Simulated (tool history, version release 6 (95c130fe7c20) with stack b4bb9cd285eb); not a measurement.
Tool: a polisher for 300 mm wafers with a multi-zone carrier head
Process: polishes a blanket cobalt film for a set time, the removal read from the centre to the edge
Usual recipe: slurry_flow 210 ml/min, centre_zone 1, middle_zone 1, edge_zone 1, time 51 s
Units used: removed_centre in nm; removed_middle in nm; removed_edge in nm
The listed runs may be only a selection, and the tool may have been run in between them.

run,day,slurry_flow,centre_zone,middle_zone,edge_zone,time,"incoming thickness of the incoming film, nm",removed_centre,removed_middle,removed_edge
1,0,210,1,1,0.93,51,774.6,258.8,257.6,250.1
2,0.271,210,1,1,1,51,762.7,259.5,259,263.9
3,0.983,210,1,1,1,51,769.6,261,262.9,262
# day 2.288: worn pad replaced by a new one
# day 2.971: edge zone pressure recalibrated
4,3.108,210,1,1,1,51,770.4,267.7,259.5,264.2
5,3.438,210,1,1,1,51,764.8,261.3,259.8,263.1
6,3.775,210,1,1,1,51,763.2,264.2,259.8,262.7
7,4.254,210,1,1.06,1,51,760.9,267.7,272.7,263.2
8,4.625,210,1,1,1,51,747,266.7,258.8,263.9
# day 4.721: centre zone pressure recalibrated
# day 4.892: worn pad replaced by a new one
# day 5.075: slurry nozzle cleaned
# day 5.083: carrier head's membrane replaced by a new one
9,5.146,210,1,1,1,51,758.2,267.6,262,262.4
10,5.625,250,1,1,1.04,51,747.6,270.7,262.7,271.6
11,5.946,210,0.96,0.89,1,51,752.9,252.9,238.9,257.9
12,6.258,160,1,1.07,1.08,38,747.2,187.6,200.1,195.8
13,6.608,210,1,1.06,1,64,761.5,335.6,341.7,328.1
14,7.083,210,1.09,1,1.07,62,755.1,340.4,313.5,329.5

Run 15 has not been measured yet. What should we expect?
# day 7.5: worn pad replaced by a new one
15,7.521,210,1,1,1,51,759.5,?,?,?

{"run 15": {"removed_centre": 263.5, "removed_middle": 264.4, "removed_edge": 261.6}}
With no hidden state in the tool, this same run would have given removed_centre 263.5 nm, removed_middle 264.4 nm, removed_edge 261.6 nm.
